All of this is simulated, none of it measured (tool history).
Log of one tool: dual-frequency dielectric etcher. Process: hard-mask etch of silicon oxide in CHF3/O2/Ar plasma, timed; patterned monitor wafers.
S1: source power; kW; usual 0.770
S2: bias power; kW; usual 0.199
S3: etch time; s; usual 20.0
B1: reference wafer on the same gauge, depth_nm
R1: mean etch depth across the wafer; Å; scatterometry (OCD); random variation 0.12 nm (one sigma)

| run | hour | S1 | S2 | S3 | B1 | R1 |
|---|---|---|---|---|---|---|
| 1 | 0.0 | 0.770 | 0.199 | 21.5 | 40.69 | 471.9 |
| 2 | 24.8 | 0.770 | 0.199 | 21.5 | 40.75 | 471.3 |
| 3 | 56.4 | 0.770 | 0.199 | 20.0 | 40.70 | 441.1 |
| 4 | 123.3 | 0.770 | 0.199 | 20.0 | 40.68 | 439.7 |
|  | 173.0 | wet clean of the chamber |
| 5 | 173.5 | 0.770 | 0.199 | 20.0 | 40.73 | 435.7 |
| 6 | 204.4 | 0.770 | 0.199 | 20.0 | 40.71 | 437.2 |
| 7 | 228.5 | 0.770 | 0.199 | 20.0 | 40.70 | 436.1 |
| 8 | 287.8 | 0.770 | 0.199 | 20.0 | 40.70 | 440.3 |
| 9 | 354.0 | 0.710 | 0.199 | 20.0 | 40.73 | 428.2 |
|  | 407.6 | source power generator calibrated |
| 10 | 418.1 | 0.710 | 0.199 | 20.0 | 40.69 | 431.4 |
|  | 561.9 | upper electrode replaced |
| 11 | 562.4 | 0.710 | 0.199 | 20.0 | 40.68 | 433.9 |
| 12 | 579.3 | 0.890 | 0.199 | 20.0 | 40.70 | 469.2 |
|  | 644.1 | wet clean of the chamber |
| 13 | 649.9 | 0.770 | 0.199 | 20.0 | 40.71 | 443.0 |
|  | 683.5 | bias power generator calibrated |
| 14 | 684.0 | 0.930 | 0.179 | 23.5 | 40.73 | 526.4 |
| 15 | 709.5 | 0.640 | 0.151 | 26.0 | 40.70 | 484.7 |
| 16 | 780.8 | 0.930 | 0.186 | 17.0 | 40.72 | 385.5 |
|  | 806.5 | gauge calibrated |
| 17 | 814.3 | 0.770 | 0.199 | 20.0 | 40.67 | 433.4 |
| 18 | 860.1 | 0.830 | 0.234 | 24.0 | 40.69 | 567.6 |
| 19 | 931.7 | 0.620 | 0.212 | 26.0 | 40.70 | 538.2 |
| 20 | 1000.7 | 0.770 | 0.162 | 16.5 | 40.71 | 336.7 |
| 21 | 1039.6 | 0.770 | 0.199 | 15.5 | 40.71 | 339.6 |
| 22 | 1091.8 | 0.770 | 0.244 | 23.5 | 40.72 | 551.3 |
| 23 | 1141.7 | 0.670 | 0.199 | 20.0 | 40.71 | 419.1 |
|  | 1179.7 | wet clean of the chamber |
| 24 | 1180.2 | 0.770 | 0.199 | 20.0 | 40.72 | 432.4 |

Forecast each of these 4 alternatives for the next run:
| A | 1180.6 | 0.770 | 0.199 | 25.0 | ? | ? |
| B | 1180.6 | 0.890 | 0.156 | 20.0 | ? | ? |
| C | 1180.6 | 0.900 | 0.241 | 24.0 | ? | ? |
| D | 1180.6 | 0.590 | 0.199 | 20.0 | ? | ? |

| run | B1 | R1 |
|---|---|---|
| A | 40.76 | 542.2 |
| B | 40.76 | 422.9 |
| C | 40.76 | 586.1 |
| D | 40.76 | 395.4 |
Without the tool's hidden state the same runs would have given:
| run | R1 |
|---|---|
| A | 540.7 |
| B | 421.8 |
| C | 584.6 |
| D | 394.3 |
